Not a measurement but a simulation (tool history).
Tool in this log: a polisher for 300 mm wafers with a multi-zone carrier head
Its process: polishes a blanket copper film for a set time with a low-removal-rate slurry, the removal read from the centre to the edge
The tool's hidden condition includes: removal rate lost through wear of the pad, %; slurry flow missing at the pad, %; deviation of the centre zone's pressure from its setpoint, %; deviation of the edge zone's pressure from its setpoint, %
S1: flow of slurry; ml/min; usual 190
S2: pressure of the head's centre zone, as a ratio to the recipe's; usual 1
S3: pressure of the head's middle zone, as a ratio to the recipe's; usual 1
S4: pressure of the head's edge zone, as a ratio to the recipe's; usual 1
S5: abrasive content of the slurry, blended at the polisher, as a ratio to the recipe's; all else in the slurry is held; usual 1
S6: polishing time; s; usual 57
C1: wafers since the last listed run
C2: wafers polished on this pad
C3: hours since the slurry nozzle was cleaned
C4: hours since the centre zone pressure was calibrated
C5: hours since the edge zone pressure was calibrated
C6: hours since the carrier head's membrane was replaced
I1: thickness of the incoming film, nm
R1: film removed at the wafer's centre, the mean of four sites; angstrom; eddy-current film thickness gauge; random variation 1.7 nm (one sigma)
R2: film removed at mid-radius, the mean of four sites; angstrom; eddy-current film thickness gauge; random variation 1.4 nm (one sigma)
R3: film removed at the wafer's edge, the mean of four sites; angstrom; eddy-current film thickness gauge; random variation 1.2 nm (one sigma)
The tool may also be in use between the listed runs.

run 1 hour=0 | S1=190 S2=1 S3=1 S4=1 S5=1 S6=57 | C1=0 C2=838 C3=38.8 C4=1332.5 C5=1429.2 C6=1438.9 | I1=1248.4 | R1=1464 R2=1687 R3=1672
run 2 hour=8.8 | S1=165 S2=1.11 S3=1 S4=1 S5=1.25 S6=57 | C1=83 C2=922 C3=47.6 C4=1341.3 C5=1438 C6=1447.7 | I1=1249.9 | R1=1636 R2=1704 R3=1759
run 3 hour=15.7 | S1=240 S2=1.11 S3=1 S4=1.12 S5=1 S6=57 | C1=65 C2=987 C3=54.5 C4=1348.2 C5=1444.9 C6=1454.6 | I1=1251.1 | R1=1660 R2=1729 R3=1777
run 4 hour=25.1 | S1=190 S2=1 S3=1.08 S4=0.95 S5=1.15 S6=37 | C1=89 C2=1077 C3=63.9 C4=1357.6 C5=1454.3 C6=1464 | I1=1252.2 | R1=964 R2=1183 R3=1111
-- hour=30.1 worn pad replaced by a new one
run 5 hour=39.1 | S1=170 S2=1 S3=1 S4=0.89 S5=0.8 S6=57 | C1=95 C2=85 C3=77.9 C4=1371.6 C5=1468.3 C6=1478 | I1=1246.5 | R1=1342 R2=1579 R3=1555
run 6 hour=49.1 | S1=170 S2=1 S3=1 S4=0.89 S5=0.8 S6=57 | C1=95 C2=180 C3=87.9 C4=1381.6 C5=1478.3 C6=1488 | I1=1245.6 | R1=1354 R2=1553 R3=1526
-- hour=53.6 centre zone pressure recalibrated
run 7 hour=66.8 | S1=210 S2=1 S3=1 S4=1.1 S5=1 S6=67 | C1=149 C2=330 C3=105.6 C4=13.2 C5=1496 C6=1505.7 | I1=1230.8 | R1=1980 R2=2012 R3=2066
run 8 hour=78.9 | S1=190 S2=1 S3=1.08 S4=1 S5=1 S6=57 | C1=114 C2=445 C3=117.7 C4=25.3 C5=1508.1 C6=1517.8 | I1=1235.8 | R1=1667 R2=1792 R3=1679
-- hour=89.4 carrier head's membrane replaced by a new one
run 9 hour=94.5 | S1=235 S2=1 S3=1 S4=1 S5=0.75 S6=57 | C1=100 C2=545 C3=133.3 C4=40.9 C5=1523.7 C6=5.1 | I1=1239 | R1=1617 R2=1632 R3=1615
-- hour=96.9 edge zone pressure recalibrated
run 10 hour=106.5 | S1=190 S2=1 S3=1 S4=1 S5=0.9 S6=57 | C1=95 C2=640 C3=145.3 C4=52.9 C5=9.6 C6=17.1 | I1=1240.2 | R1=1629 R2=1615 R3=1660
run 11 hour=114.6 | S1=190 S2=1 S3=1 S4=0.92 S5=1 S6=57 | C1=76 C2=717 C3=153.4 C4=61 C5=17.7 C6=25.2 | I1=1226.9 | R1=1623 R2=1666 R3=1630
run 12 hour=125.9 | S1=190 S2=1 S3=1 S4=1 S5=0.75 S6=57 | C1=107 C2=825 C3=164.7 C4=72.3 C5=29 C6=36.5 | I1=1256.3 | R1=1545 R2=1576 R3=1579
-- hour=135.4 worn pad replaced by a new one
run 13 hour=140.2 | S1=245 S2=0.89 S3=1 S4=1 S5=1 S6=57 | C1=97 C2=45 C3=179 C4=86.6 C5=43.3 C6=50.8 | I1=1227.3 | R1=1536 R2=1724 R3=1716
run 14 hour=149.4 | S1=245 S2=1 S3=1 S4=1 S5=1.15 S6=57 | C1=87 C2=132 C3=188.2 C4=95.8 C5=52.5 C6=60 | I1=1247.1 | R1=1783 R2=1786 R3=1768
run 15 hour=162 | S1=190 S2=1 S3=1 S4=1 S5=1.15 S6=57 | C1=119 C2=252 C3=200.8 C4=108.4 C5=65.1 C6=72.6 | I1=1242.1 | R1=1685 R2=1699 R3=1703
run 16 hour=210.2 | S1=190 S2=1 S3=1 S4=1 S5=1 S6=57 | C1=457 C2=710 C3=249 C4=156.6 C5=113.3 C6=120.8 | I1=1229.7 | R1=1661 R2=1647 R3=1652
run 17 hour=218.8 | S1=155 S2=1 S3=1 S4=1 S5=1 S6=57 | C1=81 C2=792 C3=257.6 C4=165.2 C5=121.9 C6=129.4 | I1=1240.3 | R1=1573 R2=1569 R3=1628
-- hour=231.9 worn pad replaced by a new one
run 18 hour=236.7 | S1=235 S2=1 S3=1 S4=1 S5=1 S6=57 | C1=132 C2=45 C3=275.5 C4=183.1 C5=139.8 C6=147.3 | I1=1240.6 | R1=1704 R2=1710 R3=1700
run 19 hour=250.5 | S1=190 S2=1 S3=1 S4=1 S5=1 S6=57 | C1=131 C2=176 C3=289.3 C4=196.9 C5=153.6 C6=161.1 | I1=1246.4 | R1=1638 R2=1652 R3=1674
run 20 hour=266.5 | S1=190 S2=0.89 S3=1 S4=1.11 S5=1 S6=47 | C1=152 C2=328 C3=305.3 C4=212.9 C5=169.6 C6=177.1 | I1=1251.9 | R1=1205 R2=1351 R3=1408

Each row is a separate what-if for the run after 20, all from the same tool condition, not one after another. Results?
run A hour=266.9 | S1=190 S2=1 S3=1 S4=1 S5=1 S6=57 | C1=3 C2=332 C3=305.7 C4=213.3 C5=170 C6=177.5 | I1=1235.6 | R1=? R2=? R3=?
run B hour=266.9 | S1=190 S2=1.1 S3=1 S4=1 S5=1 S6=57 | C1=3 C2=332 C3=305.7 C4=213.3 C5=170 C6=177.5 | I1=1235.6 | R1=? R2=? R3=?
run C hour=266.9 | S1=190 S2=1 S3=0.9 S4=1 S5=1 S6=57 | C1=3 C2=332 C3=305.7 C4=213.3 C5=170 C6=177.5 | I1=1235.6 | R1=? R2=? R3=?
run D hour=266.9 | S1=175 S2=1.08 S3=1 S4=1 S5=1 S6=57 | C1=3 C2=332 C3=305.7 C4=213.3 C5=170 C6=177.5 | I1=1235.6 | R1=? R2=? R3=?
run E hour=266.9 | S1=175 S2=1 S3=1.06 S4=1 S5=0.75 S6=57 | C1=3 C2=332 C3=305.7 C4=213.3 C5=170 C6=177.5 | I1=1235.6 | R1=? R2=? R3=?

run=A R1=1639 R2=1659 R3=1677
run=B R1=1804 R2=1658 R3=1677
run=C R1=1638 R2=1519 R3=1680
run=D R1=1741 R2=1634 R3=1659
run=E R1=1520 R2=1619 R3=1564
With no hidden state in the tool, these same runs would have given:
run=A R1=1687 R2=1699 R3=1707
run=B R1=1857 R2=1698 R3=1707
run=C R1=1686 R2=1555 R3=1709
run=D R1=1796 R2=1676 R3=1690
run=E R1=1569 R2=1661 R3=1593
